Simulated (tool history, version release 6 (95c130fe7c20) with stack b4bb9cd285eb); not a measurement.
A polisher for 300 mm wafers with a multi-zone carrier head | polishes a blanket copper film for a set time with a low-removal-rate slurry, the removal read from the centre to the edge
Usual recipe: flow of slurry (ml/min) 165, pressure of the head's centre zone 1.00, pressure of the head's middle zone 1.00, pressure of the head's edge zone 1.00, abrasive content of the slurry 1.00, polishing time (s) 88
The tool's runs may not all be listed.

run,hour,flow of slurry (ml/min),pressure of the head's centre zone,pressure of the head's middle zone,pressure of the head's edge zone,abrasive content of the slurry,polishing time (s),wafers since the last listed run,wafers polished on this pad,hours since the slurry nozzle was cleaned,hours since the centre zone pressure was calibrated,hours since the edge zone pressure was calibrated,hours since the carrier head's membrane was replaced,"incoming thickness of the incoming film, nm",film removed at the wafer's centre (angstrom),film removed at mid-radius (angstrom),film removed at the wafer's edge (angstrom)
1,0.0,165,0.97,1.00,1.00,1.00,72,0,28,3.0,173.6,713.7,1348.7,677.8,1823,1909,1857
2,20.1,165,1.00,1.00,1.00,1.00,88,186,214,23.1,193.7,733.8,1368.8,676.6,2270,2286,2244
3,37.5,165,1.00,1.00,1.00,1.00,88,161,376,40.5,211.1,751.2,1386.2,683.0,2270,2207,2226
4,50.8,165,1.00,1.00,1.00,1.00,88,123,499,53.8,224.4,764.5,1399.5,683.2,2274,2279,2160
5,71.8,165,1.00,1.00,1.00,1.00,77,195,694,74.8,245.4,785.5,1420.5,677.5,1969,1935,1927
# hour 86.2: carrier head's membrane replaced by a new one
# hour 94.9: edge zone pressure recalibrated
6,99.2,165,1.00,1.00,1.00,1.00,77,189,884,102.2,272.8,4.3,13.0,692.4,1957,1979,1916
7,126.2,165,1.00,1.00,1.00,1.00,88,250,1134,129.2,299.8,31.3,40.0,677.0,2219,2187,2138
# hour 131.7: worn pad replaced by a new one
8,158.2,215,0.90,0.97,1.00,1.00,88,260,245,161.2,331.8,63.3,72.0,676.0,2113,2223,2267
9,190.5,165,1.00,1.00,1.00,1.00,76,299,545,193.5,364.1,95.6,104.3,677.8,1957,1928,1859
10,215.0,165,1.00,1.00,1.00,1.00,77,227,773,218.0,388.6,120.1,128.8,681.5,1969,1960,1908
11,239.6,165,1.00,0.93,0.95,1.25,110,228,1001,242.6,413.2,144.7,153.4,679.3,2899,2670,2742
12,272.3,165,1.00,1.00,1.00,1.00,88,303,1305,275.3,445.9,177.4,186.1,685.4,2186,2176,2146
# hour 278.6: worn pad replaced by a new one
13,305.3,195,1.00,1.00,1.00,0.85,118,269,247,308.3,478.9,210.4,219.1,686.5,3050,2991,2965
14,331.4,165,1.00,1.12,0.92,1.10,59,242,489,334.4,505.0,236.5,245.2,673.1,1539,1709,1447
# hour 346.6: centre zone pressure recalibrated
15,356.0,200,0.95,0.93,0.95,1.00,88,209,699,359.0,9.4,261.1,269.8,674.5,2217,2146,2131
16,375.1,130,0.92,1.00,1.10,1.00,113,177,877,378.1,28.5,280.2,288.9,675.4,2523,2717,2845
17,408.7,165,1.00,1.11,1.00,1.00,102,312,1189,411.7,62.1,313.8,322.5,688.4,2564,2765,2493
# hour 438.4: worn pad replaced by a new one
18,438.9,165,1.00,1.00,1.00,1.00,88,243,5,441.9,92.3,344.0,352.7,694.8,2260,2274,2250
19,451.2,190,1.00,1.00,1.00,0.75,110,114,119,454.2,104.6,356.3,365.0,676.0,2793,2793,2702
20,474.1,165,1.00,1.00,1.00,1.00,88,212,331,477.1,127.5,379.2,387.9,684.7,2281,2244,2215
21,499.3,165,0.95,0.92,1.00,1.00,88,234,565,502.3,152.7,404.4,413.1,687.2,2157,2136,2187

Selected run-to-run steps in film removed at the wafer's centre (angstrom), each split into two signed amounts: the part the tool would show with no hidden state at all (from settings, incoming material and random variation), and the remainder, which goes to the hidden state together with any gauge scatter not common to the measured and the hidden-state-free results:
The hidden state here: removal rate lost through wear of the pad, %; slurry flow missing at the pad, %; deviation of the centre zone's pressure from its setpoint, %; deviation of the edge zone's pressure from its setpoint, %.
Run 10 -> 11: pressure of the head's middle zone 1.00 -> 0.93, pressure of the head's edge zone 1.00 -> 0.95, abrasive content of the slurry 1.00 -> 1.25, polishing time (s) 77 -> 110. film removed at the wafer's centre (angstrom) +930: hidden state -36, all else +966.
Run 12 -> 13: flow of slurry (ml/min) 165 -> 195, abrasive content of the slurry 1.00 -> 0.85, polishing time (s) 88 -> 118, worn pad replaced by a new one. film removed at the wafer's centre (angstrom) +864: hidden state +50, all else +814.
Run 13 -> 14: flow of slurry (ml/min) 195 -> 165, pressure of the head's middle zone 1.00 -> 1.12, pressure of the head's edge zone 1.00 -> 0.92, abrasive content of the slurry 0.85 -> 1.10, polishing time (s) 118 -> 59. film removed at the wafer's centre (angstrom) -1511: hidden state +2, all else -1513.
Run 17 -> 18: pressure of the head's middle zone 1.11 -> 1.00, polishing time (s) 102 -> 88, worn pad replaced by a new one. film removed at the wafer's centre (angstrom) -304: hidden state +76, all else -380.
